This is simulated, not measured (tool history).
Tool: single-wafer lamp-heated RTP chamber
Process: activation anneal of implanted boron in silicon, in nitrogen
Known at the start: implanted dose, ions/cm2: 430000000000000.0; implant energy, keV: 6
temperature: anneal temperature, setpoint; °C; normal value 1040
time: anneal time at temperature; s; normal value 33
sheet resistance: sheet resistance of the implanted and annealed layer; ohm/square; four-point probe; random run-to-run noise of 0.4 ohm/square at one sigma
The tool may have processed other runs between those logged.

run,hour,temperature,time,wafers since the last listed run,wafers since the last pyrometer calibration,wafers since the reflector plate was cleaned,hours since the gauge calibration,"read-back reference wafer on the same gauge, sheet resistance",sheet resistance
1,0.0,1040,23,0,2386,6004,605.6,316.12,269.90
2,62.8,1040,23,959,3346,6964,668.4,316.10,269.48
3,98.9,1040,33,551,3897,7516,704.5,315.97,267.83
4,149.0,1040,33,765,4663,8281,754.6,315.39,267.38
# hour 157.8: pyrometer window cleaned and pyrometer calibrated
5,219.8,1040,47,959,947,9241,825.4,315.15,264.35
6,255.4,1040,47,543,1491,9785,861.0,314.93,263.92
7,289.5,1020,33,521,2012,10306,895.1,314.71,268.25
8,322.7,1040,33,507,2519,10813,928.3,314.46,265.69
9,392.7,1028,42,1069,3589,11883,998.3,314.11,265.53
10,428.1,1028,42,540,4130,12424,1033.7,313.73,265.56
# hour 472.5: pyrometer window cleaned and pyrometer calibrated
11,480.0,1040,33,670,114,13095,1085.6,313.28,264.97
12,548.8,1040,33,1051,1165,14146,1154.4,312.74,264.64
13,589.0,1040,33,614,1779,14760,1194.6,312.55,265.13
# hour 617.9: reflector plate cleaned
14,653.4,1040,41,861,2641,542,1259.0,311.86,261.97
15,715.8,1040,33,953,3594,1496,1321.4,311.43,262.96
# hour 732.4: gauge calibrated
16,753.1,1040,18,569,4164,2066,20.7,318.06,272.86
# hour 797.7: pyrometer window cleaned and pyrometer calibrated
17,872.9,1040,33,1708,1148,3774,140.5,318.15,270.08
18,898.1,1022,49,385,1533,4159,165.7,318.18,269.13
19,969.7,1022,49,1094,2627,5253,237.3,317.86,268.59
20,994.2,1048,40,374,3001,5628,261.8,317.95,266.41
21,1050.2,1059,49,855,3857,6483,317.8,317.95,264.07

Run 22 is up next; what results do you expect?
22,1079.6,1016,46,449,4306,6932,347.2,?,?

{"run 22": {"read-back reference wafer on the same gauge, sheet resistance": 317.73, "sheet resistance": 269.65}}
Were there no unlogged condition in the tool, this run, its random variation unchanged, would have produced sheet resistance 269.83 ohm/square.

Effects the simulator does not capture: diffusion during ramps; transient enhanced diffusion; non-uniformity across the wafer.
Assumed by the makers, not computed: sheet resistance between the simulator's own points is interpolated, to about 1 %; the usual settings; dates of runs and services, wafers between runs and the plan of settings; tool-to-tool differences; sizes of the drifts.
